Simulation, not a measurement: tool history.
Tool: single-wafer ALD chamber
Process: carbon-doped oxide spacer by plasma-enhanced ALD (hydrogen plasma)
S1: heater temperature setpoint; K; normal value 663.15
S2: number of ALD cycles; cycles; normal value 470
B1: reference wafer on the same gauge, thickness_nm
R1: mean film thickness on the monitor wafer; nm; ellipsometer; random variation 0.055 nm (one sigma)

run 1 hour=0 | S1=672.15 S2=538 | B1=22.934 | R1=25.344
run 2 hour=55.5 | S1=663.15 S2=470 | B1=22.946 | R1=22.23
run 3 hour=74.3 | S1=663.15 S2=470 | B1=22.966 | R1=22.296
run 4 hour=97.6 | S1=663.15 S2=470 | B1=22.989 | R1=22.323
run 5 hour=123.8 | S1=663.15 S2=470 | B1=23.03 | R1=22.298
run 6 hour=151.9 | S1=663.15 S2=470 | B1=23.026 | R1=22.354
run 7 hour=171.4 | S1=663.15 S2=470 | B1=23.059 | R1=22.342
run 8 hour=201.7 | S1=663.15 S2=470 | B1=23.067 | R1=22.411
run 9 hour=218.6 | S1=663.15 S2=470 | B1=23.099 | R1=22.468
run 10 hour=251.1 | S1=657.15 S2=410 | B1=23.081 | R1=19.593
run 11 hour=272.8 | S1=663.15 S2=470 | B1=23.092 | R1=22.343
run 12 hour=300.6 | S1=663.15 S2=411 | B1=23.114 | R1=19.609
run 13 hour=320.3 | S1=663.15 S2=411 | B1=23.117 | R1=19.568
run 14 hour=338.2 | S1=663.15 S2=411 | B1=23.147 | R1=19.617
run 15 hour=365.4 | S1=668.15 S2=470 | B1=23.149 | R1=22.409
run 16 hour=384 | S1=668.15 S2=470 | B1=23.139 | R1=22.599
run 17 hour=415.9 | S1=651.15 S2=491 | B1=23.158 | R1=23.517
run 18 hour=464.1 | S1=663.15 S2=470 | B1=23.141 | R1=22.565
run 19 hour=494.5 | S1=674.15 S2=416 | B1=23.177 | R1=19.917

Run 20 has not been measured yet. What should we expect?
run 20 hour=510.9 | S1=675.15 S2=562 | B1=? | R1=?

{"run 20": {"B1": 23.156, "R1": 26.987}}
Without the tool's hidden state the same run would have given R1 26.44 nm.
